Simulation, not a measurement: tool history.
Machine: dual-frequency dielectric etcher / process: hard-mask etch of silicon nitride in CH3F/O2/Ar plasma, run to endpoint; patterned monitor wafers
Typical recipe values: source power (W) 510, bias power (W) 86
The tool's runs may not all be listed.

| run | hour | source power (W) | bias power (W) | incoming incoming film thickness, nm | endpoint time (s) |
|---|---|---|---|---|---|
| 1 | 0.0 | 510 | 86 | 44.10 | 55.9 |
| 2 | 6.8 | 510 | 86 | 44.18 | 57.0 |
| 3 | 17.8 | 510 | 82 | 43.90 | 56.5 |
| 4 | 33.9 | 510 | 82 | 43.79 | 56.4 |
| 5 | 48.4 | 510 | 82 | 44.18 | 57.8 |
| 6 | 57.0 | 510 | 77 | 44.21 | 57.8 |
| 7 | 65.3 | 510 | 86 | 44.14 | 56.5 |
| 8 | 77.0 | 510 | 86 | 43.62 | 54.7 |
| 9 | 91.5 | 510 | 75 | 44.15 | 58.9 |
|  | 122.3 | upper electrode replaced |
| 10 | 122.8 | 510 | 75 | 43.81 | 58.2 |
| 11 | 123.2 | 510 | 78 | 44.21 | 58.0 |
| 12 | 126.6 | 420 | 86 | 43.84 | 59.8 |
| 13 | 132.7 | 460 | 79 | 44.05 | 60.0 |
| 14 | 139.7 | 460 | 79 | 43.58 | 58.9 |
| 15 | 151.1 | 510 | 86 | 43.92 | 55.5 |
| 16 | 160.8 | 430 | 98 | 43.78 | 57.9 |
|  | 169.9 | bias power generator calibrated |
|  | 186.3 | wet clean of the chamber |
| 17 | 186.8 | 570 | 66 | 44.05 | 57.8 |
| 18 | 187.1 | 400 | 71 | 44.36 | 65.0 |
| 19 | 191.1 | 590 | 96 | 43.68 | 52.3 |
|  | 199.2 | source power generator calibrated |
| 20 | 202.4 | 510 | 86 | 44.22 | 57.1 |
| 21 | 211.5 | 580 | 98 | 43.92 | 52.3 |
| 22 | 222.5 | 510 | 86 | 44.33 | 57.1 |
| 23 | 234.5 | 440 | 96 | 44.02 | 57.5 |
| 24 | 244.1 | 510 | 71 | 44.04 | 58.5 |
| 25 | 258.0 | 560 | 68 | 44.11 | 58.0 |
| 26 | 269.0 | 510 | 86 | 44.32 | 56.6 |
| 27 | 277.1 | 390 | 80 | 43.88 | 63.2 |
| 28 | 290.2 | 630 | 86 | 43.53 | 51.7 |
| 29 | 305.3 | 590 | 71 | 43.55 | 55.3 |

Alternative continuations, all from the tool just after run 29; predict every row:
| A | 305.7 | 510 | 86 | 43.39 | ? |
| B | 305.7 | 420 | 106 | 43.39 | ? |
| C | 305.7 | 560 | 70 | 43.39 | ? |
| D | 305.7 | 600 | 104 | 43.39 | ? |
| E | 305.7 | 640 | 98 | 43.39 | ? |

| run | endpoint time (s) |
|---|---|
| A | 55.4 |
| B | 56.1 |
| C | 56.2 |
| D | 50.0 |
| E | 49.6 |
Had the tool no hidden state, the same runs would have come out as:
| run | endpoint time (s) |
|---|---|
| A | 55.4 |
| B | 56.1 |
| C | 56.2 |
| D | 50.0 |
| E | 49.6 |
